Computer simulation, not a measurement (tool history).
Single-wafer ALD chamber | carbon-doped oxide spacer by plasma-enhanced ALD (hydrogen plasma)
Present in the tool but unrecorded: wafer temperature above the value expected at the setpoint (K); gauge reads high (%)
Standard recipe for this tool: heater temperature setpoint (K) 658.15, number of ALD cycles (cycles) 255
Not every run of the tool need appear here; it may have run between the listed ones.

run,day,heater temperature setpoint (K),number of ALD cycles (cycles),wafers since the last listed run,hours since the last thermocouple change,hours since the gauge calibration,"read-back reference wafer on the same gauge, thickness_nm",mean film thickness on the monitor wafer (Å)
1,0,662.15,255,0,2672.1,260.3,10.698,125.95
2,0.446,662.15,255,14,2682.8,271,10.697,125.46
3,1.154,658.15,255,22,2699.8,288,10.699,125.51
4,1.767,658.15,255,19,2714.5,302.7,10.699,125.01
5,2.279,658.15,255,16,2726.8,315,10.697,125.43
6,2.775,666.15,255,15,2738.7,326.9,10.7,125.26
7,3.242,666.15,255,14,2749.9,338.1,10.698,125.48
8,3.575,652.15,255,10,2757.9,346.1,10.699,125.31
9,4.246,658.15,255,21,2774,362.2,10.703,125.45
10,4.983,658.15,255,23,2791.7,379.9,10.697,124.92
11,5.446,658.15,255,14,2802.8,391,10.701,125.11
12,5.983,653.15,255,17,2815.7,403.9,10.697,126.01
13,6.304,653.15,255,10,2823.4,411.6,10.705,125.38
14,6.654,653.15,255,11,2831.8,420,10.702,125.94
15,7.388,658.15,255,23,2849.4,437.6,10.702,124.85
16,7.908,658.15,255,16,2861.9,450.1,10.7,125.82
17,8.408,658.15,255,15,2873.9,462.1,10.701,125.33
18,9.038,658.15,269,20,2889,477.2,10.698,132.23
19,9.683,658.15,295,20,2904.5,492.7,10.702,144.86
20,10.271,658.15,295,18,2918.6,506.8,10.702,145.09
21,10.975,658.15,255,22,2935.5,523.7,10.7,125.35
22,11.608,658.15,255,20,2950.7,538.9,10.698,125.38
23,11.988,650.15,219,12,2959.8,548,10.701,108.02
24,12.588,652.15,255,19,2974.2,562.4,10.701,125.35
25,12.842,658.15,255,8,2980.3,568.5,10.699,125.52
26,13.571,658.15,280,23,2997.8,586,10.698,137.68

What will run 27 give?
27,15.425,668.15,280,59,3042.3,630.5,?,?

Logged for run 27: read-back reference wafer on the same gauge, thickness_nm 10.696, mean film thickness on the monitor wafer (Å) 138.41.
Were there no unlogged condition in the tool, this run, its random variation unchanged, would have produced mean film thickness on the monitor wafer (Å) 138.41.
